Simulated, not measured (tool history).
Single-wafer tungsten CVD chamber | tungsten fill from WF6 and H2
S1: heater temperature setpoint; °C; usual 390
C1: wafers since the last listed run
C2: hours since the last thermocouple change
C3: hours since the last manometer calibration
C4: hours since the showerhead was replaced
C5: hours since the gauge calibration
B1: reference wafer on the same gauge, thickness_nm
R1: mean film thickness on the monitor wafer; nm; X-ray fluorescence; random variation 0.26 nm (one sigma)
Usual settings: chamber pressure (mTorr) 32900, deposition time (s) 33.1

{"run": 1, "hour": 0.0, "S1": 390, "chamber pressure (mTorr)": 32900, "deposition time (s)": 33.1, "C1": 0, "C2": 1377.0, "C3": 484.8, "C4": 5503.2, "C5": 260.1, "B1": 86.524, "R1": 96.257}
{"run": 2, "hour": 11.6, "S1": 390, "chamber pressure (mTorr)": 32900, "deposition time (s)": 33.1, "C1": 293, "C2": 1388.6, "C3": 496.4, "C4": 5514.8, "C5": 271.7, "B1": 86.474, "R1": 95.842}
{"run": 3, "hour": 19.1, "S1": 390, "chamber pressure (mTorr)": 32900, "deposition time (s)": 33.1, "C1": 189, "C2": 1396.1, "C3": 503.9, "C4": 5522.3, "C5": 279.2, "B1": 86.522, "R1": 95.917}
{"run": 4, "hour": 35.4, "S1": 390, "chamber pressure (mTorr)": 32900, "deposition time (s)": 33.1, "C1": 412, "C2": 1412.4, "C3": 520.2, "C4": 5538.6, "C5": 295.5, "B1": 86.466, "R1": 95.812}
{"run": 5, "hour": 49.8, "S1": 390, "chamber pressure (mTorr)": 32900, "deposition time (s)": 33.1, "C1": 364, "C2": 1426.8, "C3": 534.6, "C4": 5553.0, "C5": 309.9, "B1": 86.492, "R1": 95.94}
{"run": 6, "hour": 64.2, "S1": 390, "chamber pressure (mTorr)": 32900, "deposition time (s)": 33.1, "C1": 364, "C2": 1441.2, "C3": 549.0, "C4": 5567.4, "C5": 324.3, "B1": 86.521, "R1": 95.306}
{"run": 7, "hour": 82.0, "S1": 390, "chamber pressure (mTorr)": 32900, "deposition time (s)": 33.1, "C1": 450, "C2": 1459.0, "C3": 566.8, "C4": 5585.2, "C5": 342.1, "B1": 86.462, "R1": 96.142}
{"run": 8, "hour": 115.9, "S1": 390, "chamber pressure (mTorr)": 32900, "deposition time (s)": 33.1, "C1": 857, "C2": 1492.9, "C3": 600.7, "C4": 5619.1, "C5": 376.0, "B1": 86.555, "R1": 96.457}
{"run": 9, "hour": 128.9, "S1": 390, "chamber pressure (mTorr)": 32900, "deposition time (s)": 29.8, "C1": 328, "C2": 1505.9, "C3": 613.7, "C4": 5632.1, "C5": 389.0, "B1": 86.436, "R1": 86.54}
{"run": 10, "hour": 146.8, "S1": 379, "chamber pressure (mTorr)": 32900, "deposition time (s)": 33.1, "C1": 452, "C2": 1523.8, "C3": 631.6, "C4": 5650.0, "C5": 406.9, "B1": 86.561, "R1": 75.912}
{"run": 11, "hour": 159.1, "S1": 379, "chamber pressure (mTorr)": 32900, "deposition time (s)": 33.1, "C1": 310, "C2": 1536.1, "C3": 643.9, "C4": 5662.3, "C5": 419.2, "B1": 86.553, "R1": 75.576}
{"run": 12, "hour": 167.1, "S1": 379, "chamber pressure (mTorr)": 32900, "deposition time (s)": 33.1, "C1": 202, "C2": 1544.1, "C3": 651.9, "C4": 5670.3, "C5": 427.2, "B1": 86.574, "R1": 76.185}
{"hour": 172.8, "done": "gauge calibrated"}
{"run": 13, "hour": 178.9, "S1": 390, "chamber pressure (mTorr)": 32900, "deposition time (s)": 33.1, "C1": 298, "C2": 1555.9, "C3": 663.7, "C4": 5682.1, "C5": 6.1, "B1": 86.478, "R1": 96.502}
{"run": 14, "hour": 196.0, "S1": 390, "chamber pressure (mTorr)": 32900, "deposition time (s)": 33.1, "C1": 432, "C2": 1573.0, "C3": 680.8, "C4": 5699.2, "C5": 23.2, "B1": 86.471, "R1": 97.142}
{"run": 15, "hour": 212.7, "S1": 390, "chamber pressure (mTorr)": 32900, "deposition time (s)": 38.0, "C1": 422, "C2": 1589.7, "C3": 697.5, "C4": 5715.9, "C5": 39.9, "B1": 86.534, "R1": 111.174}
{"run": 16, "hour": 231.5, "S1": 390, "chamber pressure (mTorr)": 32900, "deposition time (s)": 36.6, "C1": 475, "C2": 1608.5, "C3": 716.3, "C4": 5734.7, "C5": 58.7, "B1": 86.474, "R1": 106.584}
{"run": 17, "hour": 242.4, "S1": 390, "chamber pressure (mTorr)": 32900, "deposition time (s)": 36.6, "C1": 275, "C2": 1619.4, "C3": 727.2, "C4": 5745.6, "C5": 69.6, "B1": 86.579, "R1": 106.813}
{"run": 18, "hour": 252.9, "S1": 390, "chamber pressure (mTorr)": 26500, "deposition time (s)": 27.7, "C1": 265, "C2": 1629.9, "C3": 737.7, "C4": 5756.1, "C5": 80.1, "B1": 86.469, "R1": 73.346}
{"run": 19, "hour": 270.7, "S1": 390, "chamber pressure (mTorr)": 36800, "deposition time (s)": 38.8, "C1": 450, "C2": 1647.7, "C3": 755.5, "C4": 5773.9, "C5": 97.9, "B1": 86.481, "R1": 120.292}

Run 20 comes next. What will it give?
{"run": 20, "hour": 283.0, "S1": 397, "chamber pressure (mTorr)": 38000, "deposition time (s)": 35.1, "C1": 310, "C2": 1660.0, "C3": 767.8, "C4": 5786.2, "C5": 110.2, "B1": "?", "R1": "?"}

Run 20 gave B1 86.467, R1 127.624 nm.
Without the tool's hidden state the same run would have given R1 108.255 nm.

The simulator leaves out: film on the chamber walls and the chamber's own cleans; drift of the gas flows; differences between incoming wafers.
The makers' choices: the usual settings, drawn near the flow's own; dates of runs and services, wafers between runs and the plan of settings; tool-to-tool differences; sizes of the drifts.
